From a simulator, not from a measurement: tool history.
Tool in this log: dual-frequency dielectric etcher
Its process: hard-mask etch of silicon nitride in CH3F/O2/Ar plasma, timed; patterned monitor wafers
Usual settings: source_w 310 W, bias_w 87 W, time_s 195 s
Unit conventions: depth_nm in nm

run	day	source_w	bias_w	time_s	read-back reference wafer on the same gauge, depth_nm	depth_nm
1	0	310	87	195	151.1	132.8
2	1.258	310	87	195	151.1	132.8
3	1.775	310	87	226	150.9	153.5
4	2.4	310	87	226	150.9	153.5
5	3.838	310	87	226	151	153.1
6	5.2	270	87	195	150.9	124
7	6.033	310	87	195	151.1	131.6
8	6.958	310	87	195	151	131.5
9	7.533	290	87	170.5	151.1	111.4
# day 11.412: bias power generator calibrated
10	11.612	290	87	170.5	150.9	111.3
11	13.096	310	87	195	150.9	129.9
12	13.729	310	87	248.5	151	165.7
# day 14.742: source power generator calibrated
# day 14.912: upper electrode replaced, of another model than before
# day 15.288: wet clean of the chamber
13	15.308	380	87	246	151.1	180
# day 15.558: gauge calibrated
14	15.571	310	87	195	151	133.8
15	16.262	380	75	221.5	150.9	154.5
16	16.996	360	87	244	151	175.3

Run 17 comes next. What will it give?
17	17.538	340	100	237.5	?	?

{"run 17": {"read-back reference wafer on the same gauge, depth_nm": 151, "depth_nm": 175.4}}
If the tool had no hidden condition, the same run with the same run-to-run variation would have returned depth_nm 176.1 nm.

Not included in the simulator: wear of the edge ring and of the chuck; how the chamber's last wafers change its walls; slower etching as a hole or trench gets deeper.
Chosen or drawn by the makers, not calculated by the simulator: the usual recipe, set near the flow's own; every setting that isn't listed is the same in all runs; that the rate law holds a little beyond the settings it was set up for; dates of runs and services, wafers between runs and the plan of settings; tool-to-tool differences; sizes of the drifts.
